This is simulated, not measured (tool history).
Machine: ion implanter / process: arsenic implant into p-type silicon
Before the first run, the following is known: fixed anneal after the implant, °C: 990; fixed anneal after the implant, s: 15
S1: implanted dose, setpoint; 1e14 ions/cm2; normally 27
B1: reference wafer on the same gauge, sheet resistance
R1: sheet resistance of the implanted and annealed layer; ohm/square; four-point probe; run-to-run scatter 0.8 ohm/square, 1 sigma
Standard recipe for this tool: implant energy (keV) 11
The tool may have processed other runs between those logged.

Run 1, day 0: usual settings; B1 115.86. Result: R1 130.13 ohm/square.
Run 2, day 0.754: usual settings but S1 23.72 1e14 ions/cm2, implant energy (keV) 8; B1 115.8. Result: R1 141.77 ohm/square.
Run 3, day 1.479: usual settings but S1 23.72 1e14 ions/cm2, implant energy (keV) 8; B1 115.68. Result: R1 141.06 ohm/square.
Run 4, day 2.433: usual settings but S1 23.72 1e14 ions/cm2, implant energy (keV) 8; B1 115.65. Result: R1 140.32 ohm/square.
Run 5, day 3.896: usual settings; B1 115.6. Result: R1 130.05 ohm/square.
Run 6, day 4.433: usual settings; B1 115.68. Result: R1 129.41 ohm/square.
Run 7, day 5.896: usual settings; B1 115.67. Result: R1 130.65 ohm/square.
Run 8, day 7.342: usual settings but implant energy (keV) 13.5; B1 115.27. Result: R1 123.41 ohm/square.
Run 9, day 8.117: usual settings but implant energy (keV) 13.5; B1 115.6. Result: R1 122.43 ohm/square.
At day 9.004: gauge calibrated.
Run 10, day 9.554: usual settings but S1 22.26 1e14 ions/cm2; B1 121.22. Result: R1 138.86 ohm/square.
Run 11, day 10.383: usual settings but S1 22.26 1e14 ions/cm2; B1 120.81. Result: R1 138.03 ohm/square.
Run 12, day 10.921: usual settings but S1 22.26 1e14 ions/cm2; B1 120.69. Result: R1 140.04 ohm/square.
At day 12.529: extraction supply calibrated.
Run 13, day 12.55: usual settings; B1 120.2. Result: R1 135.06 ohm/square.
Run 14, day 13.062: usual settings but S1 22.04 1e14 ions/cm2; B1 120.07. Result: R1 138 ohm/square.
Run 15, day 14.238: usual settings but implant energy (keV) 9.5; B1 119.57. Result: R1 139.89 ohm/square.
Run 16, day 15.504: usual settings but implant energy (keV) 9.5; B1 119.66. Result: R1 138.23 ohm/square.
Run 17, day 16.338: usual settings but S1 29.36 1e14 ions/cm2, implant energy (keV) 7; B1 119.3. Result: R1 144.28 ohm/square.
Run 18, day 16.9: usual settings; B1 119.17. Result: R1 132.01 ohm/square.
Run 19, day 17.55: usual settings but S1 24.21 1e14 ions/cm2, implant energy (keV) 13.5; B1 119.05. Result: R1 128.19 ohm/square.
Run 20, day 19.033: usual settings but S1 33.82 1e14 ions/cm2, implant energy (keV) 10; B1 118.71. Result: R1 133.45 ohm/square.
Run 21, day 20.288: usual settings but S1 33.07 1e14 ions/cm2, implant energy (keV) 14; B1 118.55. Result: R1 121.9 ohm/square.
At day 21.442: Faraday cup replaced and dose calibrated.
Run 22, day 21.462: usual settings; B1 118.31. Result: R1 131.68 ohm/square.
Run 23, day 25.646: usual settings but S1 23.33 1e14 ions/cm2, implant energy (keV) 8; B1 117.86. Result: R1 144.03 ohm/square.
Run 24, day 26.167: usual settings; B1 118.04. Result: R1 132.37 ohm/square.
Run 25, day 27.608: usual settings but S1 19.87 1e14 ions/cm2, implant energy (keV) 14.5; B1 117.51. Result: R1 127.36 ohm/square.
Run 26, day 28.696: usual settings but S1 32.68 1e14 ions/cm2, implant energy (keV) 8.5; B1 117.41. Result: R1 134.21 ohm/square.
Run 27, day 30.162: usual settings but S1 23.7 1e14 ions/cm2, implant energy (keV) 9; B1 117.24. Result: R1 138.6 ohm/square.
Run 28, day 31.554: usual settings; B1 117.35. Result: R1 131.43 ohm/square.
Run 29, day 32.679: usual settings but S1 23.14 1e14 ions/cm2, implant energy (keV) 12.5; B1 117.2. Result: R1 130.95 ohm/square.
Run 30, day 33.717: usual settings but S1 29.46 1e14 ions/cm2, implant energy (keV) 7.5; B1 117.09. Result: R1 140.08 ohm/square.
Run 31, day 34.992: usual settings; B1 116.84. Result: R1 130.13 ohm/square.
Run 32, day 35.575: usual settings; B1 116.9. Result: R1 130.45 ohm/square.
Run 33, day 36.338: usual settings but S1 23.03 1e14 ions/cm2; B1 116.84. Result: R1 134.23 ohm/square.
Run 34, day 37.058: usual settings; B1 116.94. Result: R1 130.5 ohm/square.
Run 35, day 37.588: usual settings but S1 31.88 1e14 ions/cm2, implant energy (keV) 13; B1 116.95. Result: R1 122.52 ohm/square.
Run 36, day 38.604: usual settings; B1 116.6. Result: R1 131.86 ohm/square.

Forecast each of these 5 alternatives for the next run:
Run A, day 38.621: usual settings but implant energy (keV) 12.5; B1 ?. Result: R1 ?.
Run B, day 38.621: usual settings but S1 19.57 1e14 ions/cm2, implant energy (keV) 8.5; B1 ?. Result: R1 ?.
Run C, day 38.621: usual settings but S1 33.21 1e14 ions/cm2, implant energy (keV) 14.5; B1 ?. Result: R1 ?.
Run D, day 38.621: usual settings but S1 31.02 1e14 ions/cm2, implant energy (keV) 14.5; B1 ?. Result: R1 ?.
Run E, day 38.621: usual settings but S1 33.15 1e14 ions/cm2, implant energy (keV) 14.5; B1 ?. Result: R1 ?.

run      B1      R1
  A  116.93  125.73
  B  116.93  143.68
  C  116.93  117.62
  D  116.93  118.54
  E  116.93  117.64
The same runs, with their run-to-run variation unchanged, on a tool lacking any hidden condition would have given:
run      R1
  A  130.26
  B  148.86
  C  121.85
  D  122.81
  E  121.88
